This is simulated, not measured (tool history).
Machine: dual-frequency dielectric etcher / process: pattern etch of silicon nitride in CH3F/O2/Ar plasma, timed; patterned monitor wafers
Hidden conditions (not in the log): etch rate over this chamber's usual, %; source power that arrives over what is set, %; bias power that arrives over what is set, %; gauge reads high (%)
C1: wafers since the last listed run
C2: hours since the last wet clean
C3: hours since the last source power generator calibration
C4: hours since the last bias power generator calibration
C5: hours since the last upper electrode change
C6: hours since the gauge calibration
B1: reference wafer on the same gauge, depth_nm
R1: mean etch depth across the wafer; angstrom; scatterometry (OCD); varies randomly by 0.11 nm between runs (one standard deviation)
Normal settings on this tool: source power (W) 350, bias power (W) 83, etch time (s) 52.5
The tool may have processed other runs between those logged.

Run 1, day 0: usual settings; C1 0; C2 394.9; C3 3669.9; C4 3935.4; C5 2185.8; C6 204.3; B1 32.2. Result: R1 399 angstrom.
Run 2, day 1.275: usual settings; C1 312; C2 425.5; C3 3700.5; C4 3966; C5 2216.4; C6 234.9; B1 32.19. Result: R1 400.7 angstrom.
At day 1.454: gauge calibrated.
Run 3, day 2.767: usual settings; C1 365; C2 461.3; C3 3736.3; C4 4001.8; C5 2252.2; C6 31.5; B1 32.18. Result: R1 399.4 angstrom.
Run 4, day 3.362: usual settings; C1 146; C2 475.6; C3 3750.6; C4 4016.1; C5 2266.5; C6 45.8; B1 32.19. Result: R1 400.1 angstrom.
Run 5, day 4.308: usual settings but source power (W) 310; C1 231; C2 498.3; C3 3773.3; C4 4038.8; C5 2289.2; C6 68.5; B1 32.19. Result: R1 386.1 angstrom.
At day 5.983: wet clean of the chamber.
At day 6.242: upper electrode replaced.
Run 6, day 7.308: usual settings; C1 426; C2 31.8; C3 3845.3; C4 4110.8; C5 25.6; C6 140.5; B1 32.2. Result: R1 389.2 angstrom.
At day 8.067: bias power generator calibrated.
Run 7, day 8.196: usual settings; C1 176; C2 53.1; C3 3866.6; C4 3.1; C5 46.9; C6 161.8; B1 32.22. Result: R1 388.5 angstrom.
At day 8.954: source power generator calibrated.
Run 8, day 9.675: usual settings but bias power (W) 70, etch time (s) 62.5; C1 321; C2 88.6; C3 17.3; C4 38.6; C5 82.4; C6 197.3; B1 32.21. Result: R1 441.5 angstrom.
Run 9, day 10.775: usual settings but bias power (W) 103; C1 269; C2 115; C3 43.7; C4 65; C5 108.8; C6 223.7; B1 32.22. Result: R1 417.6 angstrom.
At day 11.529: gauge calibrated.
Run 10, day 12.904: usual settings but source power (W) 260, bias power (W) 72, etch time (s) 64; C1 522; C2 166.1; C3 94.8; C4 116.1; C5 159.9; C6 33; B1 32.18. Result: R1 415.1 angstrom.
Run 11, day 14.075: usual settings but source power (W) 430, bias power (W) 65, etch time (s) 38.5; C1 287; C2 194.2; C3 122.9; C4 144.2; C5 188; C6 61.1; B1 32.19. Result: R1 287.9 angstrom.
Run 12, day 15.304: usual settings but bias power (W) 78; C1 301; C2 223.7; C3 152.4; C4 173.7; C5 217.5; C6 90.6; B1 32.18. Result: R1 387.2 angstrom.
Run 13, day 15.821: usual settings but bias power (W) 67; C1 126; C2 236.1; C3 164.8; C4 186.1; C5 229.9; C6 103; B1 32.2. Result: R1 370.3 angstrom.
Run 14, day 16.912: usual settings; C1 267; C2 262.3; C3 191; C4 212.3; C5 256.1; C6 129.2; B1 32.2. Result: R1 393.2 angstrom.

What if the next run were any one of these 5? Each begins from the tool's condition after run 14:
Run A, day 16.929: usual settings; C1 4; C2 262.7; C3 191.4; C4 212.7; C5 256.5; C6 129.6; B1 ?. Result: R1 ?.
Run B, day 16.929: usual settings but bias power (W) 71, etch time (s) 47.5; C1 4; C2 262.7; C3 191.4; C4 212.7; C5 256.5; C6 129.6; B1 ?. Result: R1 ?.
Run C, day 16.929: usual settings but source power (W) 380, bias power (W) 63; C1 4; C2 262.7; C3 191.4; C4 212.7; C5 256.5; C6 129.6; B1 ?. Result: R1 ?.
Run D, day 16.929: usual settings but bias power (W) 66; C1 4; C2 262.7; C3 191.4; C4 212.7; C5 256.5; C6 129.6; B1 ?. Result: R1 ?.
Run E, day 16.929: usual settings but source power (W) 390, bias power (W) 101, etch time (s) 45; C1 4; C2 262.7; C3 191.4; C4 212.7; C5 256.5; C6 129.6; B1 ?. Result: R1 ?.

run     B1     R1
  A  32.23    395
  B  32.23  341.6
  C  32.23  375.5
  D  32.23    370
  E  32.23  372.4
Without the tool's hidden state the same runs would have given:
run     R1
  A  388.7
  B  336.1
  C  369.5
  D  364.1
  E  366.4

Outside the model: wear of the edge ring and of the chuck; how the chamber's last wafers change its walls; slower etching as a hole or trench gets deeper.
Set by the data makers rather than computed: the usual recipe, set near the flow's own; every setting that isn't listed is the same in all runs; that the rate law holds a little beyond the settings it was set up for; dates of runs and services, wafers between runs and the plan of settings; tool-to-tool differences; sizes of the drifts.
